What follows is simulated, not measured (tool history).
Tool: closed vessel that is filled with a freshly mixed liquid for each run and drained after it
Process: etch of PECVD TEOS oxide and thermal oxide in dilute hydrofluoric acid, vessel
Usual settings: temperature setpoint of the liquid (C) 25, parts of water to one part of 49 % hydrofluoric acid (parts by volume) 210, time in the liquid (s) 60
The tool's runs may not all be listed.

run   hour  temperature setpoint of the liquid (C)  parts of water to one part of 49 % hydrofluoric acid (parts by volume)  time in the liquid (s)  read-back film thickness of the PECVD TEOS oxide reference wafer, read on the same gauge (nm)  read-back film thickness of the thermal oxide reference wafer, read on the same gauge (nm)  thickness taken off the PECVD TEOS oxide on a monitor wafer (nm)  thickness taken off the thermal oxide on a monitor wafer (nm)
  1      0                                      25                                                                     210                      60                                                                                          59.98                                                                                     130.024                                                              8.53                                                          1.267
  2    6.6                                      25                                                                     210                      60                                                                                             60                                                                                     129.997                                                              8.48                                                          1.246
  3   13.3                                      25                                                                     210                      60                                                                                          60.03                                                                                     129.974                                                              8.58                                                          1.197
  4   29.8                                      25                                                                     210                      80                                                                                          59.98                                                                                     129.991                                                             11.43                                                           1.67
  5   42.4                                      25                                                                     210                      60                                                                                          60.03                                                                                     129.998                                                              8.58                                                          1.212
  6   48.9                                      25                                                                     210                      60                                                                                          60.01                                                                                     129.963                                                              8.66                                                          1.285
  7   64.2                                      25                                                                     210                      60                                                                                          60.03                                                                                     129.972                                                              8.69                                                          1.257
  8   75.3                                      25                                                                     210                      60                                                                                          59.97                                                                                     130.031                                                              8.69                                                           1.25
  9   92.1                                      21                                                                     210                      60                                                                                          60.02                                                                                     130.031                                                              7.48                                                          1.069
 10   98.5                                      25                                                                     210                      60                                                                                          59.99                                                                                      130.01                                                              8.71                                                          1.284
     105.5  -- thermometer replaced
 11  115.7                                      25                                                                     210                      60                                                                                             60                                                                                     130.019                                                              8.13                                                          1.163
 12  124.1                                      21                                                                     250                      35                                                                                          59.99                                                                                     130.002                                                              3.33                                                          0.492
     137.7  -- gauge calibrated
     138.1  -- hydrofluoric acid flow meter replaced
 13    141                                    23.5                                                                     245                      60                                                                                          59.98                                                                                     130.008                                                              6.35                                                          0.949
 14  147.9                                      25                                                                     210                      60                                                                                          60.02                                                                                     129.974                                                              8.11                                                          1.153
 15  157.1                                      21                                                                     115                      85                                                                                          59.97                                                                                     130.021                                                             20.18                                                           2.99
 16  167.6                                      25                                                                     210                      60                                                                                          60.02                                                                                     129.996                                                              8.13                                                          1.148
 17  175.5                                      25                                                                     290                      90                                                                                             60                                                                                     129.981                                                              8.18                                                          1.215
 18  185.5                                      25                                                                     210                      30                                                                                          59.98                                                                                     129.973                                                              4.14                                                          0.602
 19    196                                      22                                                                     210                      95                                                                                          59.98                                                                                     129.991                                                             11.74                                                          1.677
 20  202.3                                    29.5                                                                     210                      80                                                                                             60                                                                                     129.995                                                             12.93                                                          1.836
 21  239.5                                      25                                                                     300                      30                                                                                          60.01                                                                                     129.963                                                              2.65                                                          0.374
 22  246.9                                      22                                                                     180                      50                                                                                          59.96                                                                                     129.998                                                              7.42                                                          1.078
 23  259.3                                    28.5                                                                     245                      80                                                                                          60.01                                                                                     130.016                                                             10.31                                                          1.506

Hidden state or all else? Some run-to-run changes of thickness taken off the PECVD TEOS oxide on a monitor wafer (nm), split into what the settings, what came in and random variation would give without the hidden state, and what is left for the hidden state (with any gauge scatter that isn't in both results):
The hidden state here: liquid hotter than its thermometer reads (K); hydrofluoric acid flow above the setpoint (%); gauge reads high (%).
Run 10 -> 11: thermometer replaced. thickness taken off the PECVD TEOS oxide on a monitor wafer (nm) -0.58: hidden state -0.52, all else -0.06.
Run 14 -> 15: temperature setpoint of the liquid (C) 25 -> 21, parts of water to one part of 49 % hydrofluoric acid (parts by volume) 210 -> 115, time in the liquid (s) 60 -> 85. thickness taken off the PECVD TEOS oxide on a monitor wafer (nm) +12.07: hidden state +0.32, all else +11.75.
Run 15 -> 16: temperature setpoint of the liquid (C) 21 -> 25, parts of water to one part of 49 % hydrofluoric acid (parts by volume) 115 -> 210, time in the liquid (s) 85 -> 60. thickness taken off the PECVD TEOS oxide on a monitor wafer (nm) -12.05: hidden state -0.3, all else -11.75.
